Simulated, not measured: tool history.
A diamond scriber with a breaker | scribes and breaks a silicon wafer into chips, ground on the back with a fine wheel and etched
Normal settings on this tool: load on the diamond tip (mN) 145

| run | day | load on the diamond tip (mN) | wafers since the last listed run | hours since the diamond tip was replaced | hours since the load on the tip was calibrated | incoming depth of the damage left on the back of the incoming wafer, um | depth of the median crack under the scribed line (nm) | chips rejected at inspection after the break (%) |
|---|---|---|---|---|---|---|---|---|
| 1 | 0.000 | 133 | 0 | 716.6 | 1386.9 | 0.34 | 5520 | 7.23 |
| 2 | 0.954 | 133 | 62 | 739.5 | 1409.8 | 0.48 | 5620 | 8.28 |
| 3 | 1.883 | 133 | 61 | 761.8 | 1432.1 | 0.60 | 5540 | 7.58 |
| 4 | 2.904 | 145 | 67 | 786.3 | 1456.6 | 0.48 | 5840 | 5.28 |
| 5 | 6.554 | 145 | 239 | 873.9 | 1544.2 | 0.77 | 5620 | 6.00 |
| 6 | 7.175 | 145 | 40 | 888.8 | 1559.1 | 0.67 | 5610 | 5.79 |
| 7 | 7.779 | 145 | 39 | 903.3 | 1573.6 | 0.61 | 5580 | 6.20 |
| 8 | 8.729 | 145 | 62 | 926.1 | 1596.4 | 0.36 | 5600 | 6.28 |
|  | 10.592 | load on the tip recalibrated |
| 9 | 11.633 | 145 | 185 | 995.8 | 25.0 | 0.47 | 5520 | 6.46 |
| 10 | 12.358 | 162 | 47 | 1013.2 | 42.4 | 0.30 | 5980 | 3.49 |
|  | 12.512 | diamond tip replaced by a new one |
| 11 | 13.171 | 183 | 47 | 15.8 | 61.9 | 0.50 | 7560 | 5.01 |
| 12 | 14.112 | 173 | 61 | 38.4 | 84.5 | 0.47 | 7230 | 2.74 |
| 13 | 14.646 | 145 | 35 | 51.2 | 97.3 | 0.38 | 6470 | 1.13 |
| 14 | 15.571 | 145 | 60 | 73.4 | 119.5 | 0.41 | 6440 | 1.40 |
| 15 | 16.779 | 180 | 79 | 102.4 | 148.5 | 0.70 | 7310 | 3.82 |
| 16 | 17.375 | 102 | 39 | 116.7 | 162.8 | 0.53 | 5060 | 13.69 |

Run-by-run hidden state of the tool:
deviation of the load on the tip from its setpoint, %: 0 at every run
H1: share of the diamond tip's cutting effectiveness lost through wear, %
| run | H1 |
|---|---|
| 1 | 17.4 |
| 2 | 17.8 |
| 3 | 18.3 |
| 4 | 18.8 |
| 5 | 20.7 |
| 6 | 21 |
| 7 | 21.3 |
| 8 | 21.8 |
| 9 | 23.3 |
| 10 | 23.7 |
| 11 | 2.09 |
| 12 | 2.57 |
| 13 | 2.84 |
| 14 | 3.32 |
| 15 | 3.93 |
| 16 | 4.24 |

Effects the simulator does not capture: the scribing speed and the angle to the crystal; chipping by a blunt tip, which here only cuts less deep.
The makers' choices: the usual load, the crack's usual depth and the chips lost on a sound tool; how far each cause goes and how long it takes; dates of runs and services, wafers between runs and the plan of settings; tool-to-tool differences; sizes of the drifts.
